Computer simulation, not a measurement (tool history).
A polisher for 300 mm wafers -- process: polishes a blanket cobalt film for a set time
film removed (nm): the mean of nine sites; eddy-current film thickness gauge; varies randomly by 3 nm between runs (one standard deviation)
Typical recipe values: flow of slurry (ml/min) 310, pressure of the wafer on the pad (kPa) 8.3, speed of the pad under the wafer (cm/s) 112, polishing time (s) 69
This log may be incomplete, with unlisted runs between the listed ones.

run,hour,flow of slurry (ml/min),pressure of the wafer on the pad (kPa),speed of the pad under the wafer (cm/s),polishing time (s),wafers since the last listed run,wafers polished on this pad,hours since the slurry nozzle was cleaned,hours since the head pressure was calibrated,"incoming thickness of the incoming film, nm",film removed (nm)
1,0,310,8.3,112,69,0,1175,723.9,1024.7,680.5,196.8
# hour 13.4: worn pad replaced by a new one
2,13.9,310,8.3,112,69,84,4,737.8,1038.6,655.6,219.4
3,25.7,310,6.9,112,69,101,105,749.6,1050.4,670.3,192.3
4,40.2,310,6.9,112,69,124,229,764.1,1064.9,668.2,187.3
5,53,310,8.3,112,69,109,339,776.9,1077.7,683.1,206.4
6,63.8,310,8.3,112,69,92,431,787.7,1088.5,673.9,202.9
7,79.5,310,8.3,112,69,134,566,803.4,1104.2,672.8,199
8,96.5,310,8.3,112,69,145,711,820.4,1121.2,669.9,200.1
# hour 114: slurry nozzle cleaned
9,114.5,375,6.2,124,63,145,857,0.5,1139.2,671.5,169.1
10,127.4,310,8.3,138,59,110,967,13.4,1152.1,664.8,206.9
11,142.4,310,8.3,86,69,128,1096,28.4,1167.1,672,149.8
# hour 156.5: worn pad replaced by a new one
12,157,310,9,112,69,90,4,43,1181.7,682.6,235
13,160,310,8.3,80,69,25,30,46,1184.7,666.7,154.7
# hour 162.3: head pressure recalibrated
14,174.3,260,8.3,112,69,105,135,60.3,12,666.3,215.7
15,191.6,230,8.3,112,69,148,283,77.6,29.3,671.8,203.6
16,203.8,310,8.3,112,69,104,387,89.8,41.5,669.1,206
17,236,310,8.3,112,69,275,663,122,73.7,679.8,200.3

Each row is a separate what-if for the run after 17, all from the same tool condition, not one after another. Results?
A,236.4,310,8.3,112,69,3,666,122.4,74.1,654.1,?
B,236.4,310,9.7,90,91,3,666,122.4,74.1,654.1,?
C,236.4,370,8.3,112,87,3,666,122.4,74.1,654.1,?
D,236.4,350,9.7,112,82,3,666,122.4,74.1,654.1,?

run,film removed (nm)
A,196.4
B,229.7
C,250.3
D,259.5
With the hidden condition removed and each run's random variation left untouched, the same runs would have given:
run,film removed (nm)
A,219.3
B,256.5
C,279.4
D,289.7

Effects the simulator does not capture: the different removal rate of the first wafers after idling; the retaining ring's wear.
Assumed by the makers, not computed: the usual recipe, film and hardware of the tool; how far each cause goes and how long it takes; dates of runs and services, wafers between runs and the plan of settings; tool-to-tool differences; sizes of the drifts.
